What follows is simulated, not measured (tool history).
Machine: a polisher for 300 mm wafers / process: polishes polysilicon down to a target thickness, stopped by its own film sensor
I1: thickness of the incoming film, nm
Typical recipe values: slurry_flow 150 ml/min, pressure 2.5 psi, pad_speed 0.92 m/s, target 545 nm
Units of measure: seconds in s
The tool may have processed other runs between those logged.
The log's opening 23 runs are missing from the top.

At hour 1092.0: slurry nozzle cleaned.
Run 24, hour 1105.7: usual settings; I1 1162.4. Result: seconds 80.9 s.
Run 25, hour 1145.2: usual settings but pad_speed 0.68 m/s; I1 1191.5. Result: seconds 114.5 s.
Run 26, hour 1331.5: usual settings but pressure 3.3 psi, target 368 nm; I1 1168.8. Result: seconds 79.9 s.
At hour 1384.7: worn pad replaced by a new one.
Run 27, hour 1401.5: usual settings but slurry_flow 175 ml/min, pressure 3.3 psi; I1 1177.6. Result: seconds 66.0 s.
Run 28, hour 1436.0: usual settings but slurry_flow 180 ml/min, pressure 1.7 psi, target 365 nm; I1 1176.2. Result: seconds 164.7 s.
At hour 1453.0: slurry nozzle cleaned.
At hour 1454.7: head pressure recalibrated.
Run 29, hour 1500.0: usual settings but slurry_flow 120 ml/min, pad_speed 0.74 m/s, target 341 nm; I1 1184.6. Result: seconds 146.4 s.
Run 30, hour 1533.9: usual settings but slurry_flow 165 ml/min, pressure 1.8 psi; I1 1182.0. Result: seconds 111.7 s.
Run 31, hour 1605.5: usual settings but pressure 2.1 psi; I1 1192.6. Result: seconds 100.0 s.
Run 32, hour 1673.0: usual settings but slurry_flow 175 ml/min, pad_speed 1.20 m/s, target 430 nm; I1 1179.6. Result: seconds 75.7 s.
Run 33, hour 1742.0: usual settings but slurry_flow 185 ml/min, pressure 2.1 psi, target 350 nm; I1 1169.1. Result: seconds 128.5 s.
At hour 1784.1: worn pad replaced by a new one.
Run 34, hour 1785.5: usual settings but pad_speed 0.72 m/s, target 677 nm; I1 1175.3. Result: seconds 91.0 s.
At hour 1847.3: slurry nozzle cleaned.
Run 35, hour 1896.2: usual settings but slurry_flow 195 ml/min, pressure 2.9 psi, pad_speed 1.24 m/s, target 345 nm; I1 1180.5. Result: seconds 64.8 s.

Consider 3 possible next runs. They are alternatives, not a sequence: every one starts from the tool as it was left by run 35. What does each give?
Run A, hour 1896.7: usual settings; I1 1164.3. Result: seconds ?.
Run B, hour 1896.7: usual settings but pad_speed 1.00 m/s, target 696 nm; I1 1164.3. Result: seconds ?.
Run C, hour 1896.7: usual settings but slurry_flow 170 ml/min, pressure 1.6 psi, pad_speed 1.16 m/s; I1 1164.3. Result: seconds ?.

run  seconds
  A     78.7
  B     54.8
  C     95.4
Without the tool's hidden state the same runs would have given:
run  seconds
  A     78.5
  B     54.6
  C     95.1

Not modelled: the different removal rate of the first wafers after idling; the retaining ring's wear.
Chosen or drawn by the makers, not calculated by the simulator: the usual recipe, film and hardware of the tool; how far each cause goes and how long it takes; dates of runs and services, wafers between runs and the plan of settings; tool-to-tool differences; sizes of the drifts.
